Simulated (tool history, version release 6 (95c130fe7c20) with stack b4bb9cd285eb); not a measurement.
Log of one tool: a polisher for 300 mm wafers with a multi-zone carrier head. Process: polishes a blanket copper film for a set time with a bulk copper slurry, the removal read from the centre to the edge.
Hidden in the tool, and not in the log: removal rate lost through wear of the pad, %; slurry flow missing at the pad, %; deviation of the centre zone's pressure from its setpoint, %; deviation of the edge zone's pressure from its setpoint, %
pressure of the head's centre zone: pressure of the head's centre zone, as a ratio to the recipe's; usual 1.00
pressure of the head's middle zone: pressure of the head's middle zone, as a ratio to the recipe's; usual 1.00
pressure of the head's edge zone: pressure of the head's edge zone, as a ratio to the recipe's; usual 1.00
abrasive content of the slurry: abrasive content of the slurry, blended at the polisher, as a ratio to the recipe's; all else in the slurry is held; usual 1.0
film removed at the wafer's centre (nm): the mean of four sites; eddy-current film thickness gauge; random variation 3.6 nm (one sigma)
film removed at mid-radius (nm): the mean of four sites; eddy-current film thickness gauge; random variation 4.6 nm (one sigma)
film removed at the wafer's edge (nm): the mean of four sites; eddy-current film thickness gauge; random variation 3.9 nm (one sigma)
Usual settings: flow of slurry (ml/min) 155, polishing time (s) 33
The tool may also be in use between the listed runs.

run	day	flow of slurry (ml/min)	pressure of the head's centre zone	pressure of the head's middle zone	pressure of the head's edge zone	abrasive content of the slurry	polishing time (s)	wafers since the last listed run	wafers polished on this pad	hours since the slurry nozzle was cleaned	hours since the centre zone pressure was calibrated	hours since the edge zone pressure was calibrated	hours since the carrier head's membrane was replaced	incoming thickness of the incoming film, nm	film removed at the wafer's centre (nm)	film removed at mid-radius (nm)	film removed at the wafer's edge (nm)
1	0.000	155	1.00	1.00	1.00	1.0	33	0	755	162.2	343.7	383.5	1295.7	2461.8	316.5	345.6	349.2
# day 1.938: centre zone pressure recalibrated
2	2.504	155	0.91	1.00	1.00	1.0	33	560	1316	222.3	13.6	443.6	1355.8	2500.6	314.8	357.3	351.3
# day 2.850: slurry nozzle cleaned
3	3.812	155	1.00	0.96	1.00	1.0	33	293	1610	23.1	45.0	475.0	1387.2	2470.7	336.5	336.4	346.3
# day 5.092: worn pad replaced by a new one
4	5.662	155	1.00	0.96	1.00	1.0	33	390	132	67.5	89.4	519.4	1431.6	2475.3	324.3	342.2	354.2
# day 13.688: slurry nozzle cleaned
5	14.550	155	1.00	0.96	1.00	1.0	33	2049	2181	20.7	302.7	732.7	1644.9	2492.5	316.9	342.2	347.9
# day 16.079: worn pad replaced by a new one
# day 17.917: centre zone pressure recalibrated
# day 18.546: edge zone pressure recalibrated
6	22.238	155	1.00	1.00	1.00	1.0	33	1703	1387	205.2	103.7	88.6	1829.4	2461.4	319.7	350.7	350.1
# day 22.292: slurry nozzle cleaned
# day 23.467: carrier head's membrane replaced by a new one
7	24.400	155	1.00	1.00	1.00	1.0	33	443	1830	50.6	155.6	140.5	22.4	2478.5	321.6	339.4	348.9
8	25.704	155	1.00	1.00	1.00	1.0	33	302	2133	81.9	186.9	171.8	53.7	2471.1	318.6	346.5	345.4
# day 26.404: worn pad replaced by a new one
9	28.267	155	1.00	1.00	1.00	1.0	33	555	431	143.4	248.4	233.3	115.2	2496.1	316.5	341.3	349.8
10	29.883	155	1.00	1.00	1.00	1.0	33	374	805	182.2	287.2	272.1	154.0	2481.7	315.0	343.4	345.5
11	31.133	155	1.00	1.03	1.00	1.0	33	289	1095	212.2	317.2	302.1	184.0	2504.2	314.7	350.6	348.3
12	32.150	155	1.00	1.00	1.11	1.0	33	235	1330	236.6	341.6	326.5	208.4	2473.4	310.0	349.8	375.4
# day 32.533: slurry nozzle cleaned
13	34.142	155	1.00	1.10	0.89	1.0	33	451	1782	38.6	389.4	374.3	256.2	2432.2	315.0	384.0	336.9
# day 35.046: worn pad replaced by a new one
14	35.333	175	1.00	1.00	1.00	1.0	39	237	66	67.2	418.0	402.9	284.8	2459.6	376.0	431.1	420.2
# day 35.908: centre zone pressure recalibrated
15	37.321	155	1.00	1.00	1.00	1.0	33	441	507	114.9	33.9	450.6	332.5	2475.2	341.7	352.2	358.8
16	39.958	155	1.00	1.00	0.96	1.2	33	611	1118	178.2	97.2	513.9	395.8	2437.8	337.6	354.8	353.6
# day 42.538: slurry nozzle cleaned
# day 43.517: worn pad replaced by a new one
17	45.746	135	1.05	1.00	1.11	1.0	25	1292	516	77.0	236.1	652.8	534.7	2466.1	247.4	262.2	269.7

The next listed run, before its measurement:
18	47.854	155	1.04	1.07	1.00	1.0	33	488	1005	127.6	286.7	703.4	585.3	2493.0	?	?	?

Run 18 gave film removed at the wafer's centre (nm) 331.5, film removed at mid-radius (nm) 359.8, film removed at the wafer's edge (nm) 351.8.
Without the tool's hidden state the same run would have given film removed at the wafer's centre (nm) 371.7, film removed at mid-radius (nm) 359.6, film removed at the wafer's edge (nm) 351.8.
